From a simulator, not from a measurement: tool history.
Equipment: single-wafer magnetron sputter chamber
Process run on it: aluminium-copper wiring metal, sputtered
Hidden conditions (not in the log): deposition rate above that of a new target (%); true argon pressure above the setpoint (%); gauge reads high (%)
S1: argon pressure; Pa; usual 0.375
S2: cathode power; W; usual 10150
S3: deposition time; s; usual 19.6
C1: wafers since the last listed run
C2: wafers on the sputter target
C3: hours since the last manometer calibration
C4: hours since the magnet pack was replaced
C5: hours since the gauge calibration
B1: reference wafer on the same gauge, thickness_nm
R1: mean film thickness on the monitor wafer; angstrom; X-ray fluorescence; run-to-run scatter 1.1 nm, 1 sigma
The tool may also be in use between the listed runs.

run 1 hour=0.0 | S1=0.481 S2=10150 S3=19.6 | C1=0 C2=2926 C3=1883.8 C4=6305.0 C5=158.9 | B1=429.666 | R1=3476.11
run 2 hour=6.9 | S1=0.490 S2=10150 S3=17.8 | C1=130 C2=3056 C3=1890.7 C4=6311.9 C5=165.8 | B1=430.252 | R1=3147.91
run 3 hour=19.7 | S1=0.490 S2=10150 S3=17.8 | C1=241 C2=3298 C3=1903.5 C4=6324.7 C5=178.6 | B1=430.765 | R1=3128.18
run 4 hour=27.6 | S1=0.375 S2=8650 S3=19.6 | C1=149 C2=3447 C3=1911.4 C4=6332.6 C5=186.5 | B1=429.554 | R1=3148.62
run 5 hour=37.3 | S1=0.375 S2=8650 S3=19.6 | C1=183 C2=3630 C3=1921.1 C4=6342.3 C5=196.2 | B1=430.349 | R1=3136.51
run 6 hour=49.7 | S1=0.375 S2=8650 S3=19.6 | C1=234 C2=3864 C3=1933.5 C4=6354.7 C5=208.6 | B1=430.179 | R1=3144.54
-- hour=69.8 capacitance manometer re-zeroed and calibrated
run 7 hour=70.3 | S1=0.375 S2=8400 S3=19.6 | C1=237 C2=4102 C3=0.5 C4=6375.3 C5=229.2 | B1=430.206 | R1=3043.46
-- hour=73.6 gauge calibrated
run 8 hour=81.5 | S1=0.375 S2=10150 S3=19.6 | C1=211 C2=4314 C3=11.7 C4=6386.5 C5=7.9 | B1=429.761 | R1=3678.14
run 9 hour=89.6 | S1=0.375 S2=10150 S3=19.6 | C1=152 C2=4467 C3=19.8 C4=6394.6 C5=16.0 | B1=430.163 | R1=3676.71
-- hour=107.8 sputter target and shields replaced
-- hour=109.2 magnet pack replaced
run 10 hour=109.7 | S1=0.278 S2=8900 S3=19.6 | C1=200 C2=8 C3=39.9 C4=0.5 C5=36.1 | B1=429.981 | R1=3482.57
run 11 hour=117.9 | S1=0.501 S2=10150 S3=23.5 | C1=154 C2=163 C3=48.1 C4=8.7 C5=44.3 | B1=429.709 | R1=4176.24
run 12 hour=129.4 | S1=0.318 S2=11300 S3=22.5 | C1=217 C2=380 C3=59.6 C4=20.2 C5=55.8 | B1=430.184 | R1=4963.91
run 13 hour=138.0 | S1=0.375 S2=10150 S3=19.6 | C1=162 C2=543 C3=68.2 C4=28.8 C5=64.4 | B1=430.242 | R1=3736.71
run 14 hour=150.8 | S1=0.486 S2=12200 S3=18.2 | C1=241 C2=784 C3=81.0 C4=41.6 C5=77.2 | B1=429.640 | R1=3907.37
run 15 hour=164.2 | S1=0.475 S2=11100 S3=17.0 | C1=253 C2=1037 C3=94.4 C4=55.0 C5=90.6 | B1=430.035 | R1=3346.17
run 16 hour=170.9 | S1=0.493 S2=8000 S3=19.6 | C1=126 C2=1164 C3=101.1 C4=61.7 C5=97.3 | B1=430.063 | R1=2743.77
run 17 hour=187.3 | S1=0.375 S2=10150 S3=19.6 | C1=309 C2=1474 C3=117.5 C4=78.1 C5=113.7 | B1=430.243 | R1=3722.12
run 18 hour=201.5 | S1=0.375 S2=10150 S3=19.6 | C1=268 C2=1742 C3=131.7 C4=92.3 C5=127.9 | B1=429.959 | R1=3702.20
run 19 hour=208.4 | S1=0.375 S2=10150 S3=19.6 | C1=130 C2=1872 C3=138.6 C4=99.2 C5=134.8 | B1=430.042 | R1=3707.52

State the hidden condition of the tool at each of the runs:
true argon pressure above the setpoint (%): 0 at every run
gauge reads high (%): 0 at every run
H1: deposition rate above that of a new target (%)
run=1 H1=-2.31
run=2 H1=-2.34
run=3 H1=-2.4
run=4 H1=-2.43
run=5 H1=-2.47
run=6 H1=-2.51
run=7 H1=-2.57
run=8 H1=-2.59
run=9 H1=-2.61
run=10 H1=-0.384
run=11 H1=-0.593
run=12 H1=-0.856
run=13 H1=-1.03
run=14 H1=-1.27
run=15 H1=-1.48
run=16 H1=-1.58
run=17 H1=-1.79
run=18 H1=-1.94
run=19 H1=-2.01

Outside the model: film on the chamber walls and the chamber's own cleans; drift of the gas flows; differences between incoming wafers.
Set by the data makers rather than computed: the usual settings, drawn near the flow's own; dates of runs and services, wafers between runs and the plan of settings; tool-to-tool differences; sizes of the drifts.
